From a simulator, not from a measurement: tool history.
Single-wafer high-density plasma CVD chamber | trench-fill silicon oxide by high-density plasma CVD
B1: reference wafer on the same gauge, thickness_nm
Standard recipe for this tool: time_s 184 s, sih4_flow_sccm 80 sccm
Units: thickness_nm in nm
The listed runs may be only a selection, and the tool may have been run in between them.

run 1 day=0.000 | time_s=184 sih4_flow_sccm=80 | B1=1390.336 | thickness_nm=1530.341
run 2 day=2.133 | time_s=184 sih4_flow_sccm=80 | B1=1389.157 | thickness_nm=1543.381
run 3 day=3.554 | time_s=184 sih4_flow_sccm=80 | B1=1390.950 | thickness_nm=1511.351
run 4 day=6.379 | time_s=184 sih4_flow_sccm=74 | B1=1389.905 | thickness_nm=1415.982
run 5 day=7.804 | time_s=184 sih4_flow_sccm=74 | B1=1390.994 | thickness_nm=1429.778
run 6 day=10.738 | time_s=174 sih4_flow_sccm=80 | B1=1391.008 | thickness_nm=1445.329
run 7 day=12.667 | time_s=184 sih4_flow_sccm=80 | B1=1391.087 | thickness_nm=1525.193
run 8 day=15.625 | time_s=184 sih4_flow_sccm=80 | B1=1390.502 | thickness_nm=1534.002
run 9 day=17.921 | time_s=184 sih4_flow_sccm=80 | B1=1389.059 | thickness_nm=1533.264
run 10 day=20.175 | time_s=184 sih4_flow_sccm=80 | B1=1390.677 | thickness_nm=1542.378
run 11 day=22.579 | time_s=184 sih4_flow_sccm=80 | B1=1390.813 | thickness_nm=1531.361
run 12 day=24.029 | time_s=184 sih4_flow_sccm=80 | B1=1389.993 | thickness_nm=1515.849
run 13 day=26.604 | time_s=184 sih4_flow_sccm=80 | B1=1389.359 | thickness_nm=1543.380
run 14 day=28.942 | time_s=184 sih4_flow_sccm=80 | B1=1388.727 | thickness_nm=1524.899
run 15 day=30.104 | time_s=184 sih4_flow_sccm=80 | B1=1389.142 | thickness_nm=1538.193
run 16 day=31.988 | time_s=184 sih4_flow_sccm=80 | B1=1391.497 | thickness_nm=1552.646

Run 17 comes next. What will it give?
run 17 day=33.279 | time_s=170 sih4_flow_sccm=91 | B1=? | thickness_nm=?

{"run 17": {"B1": 1390.357, "thickness_nm": 1591.268}}
With no hidden state in the tool, this same run would have given thickness_nm 1591.268 nm.
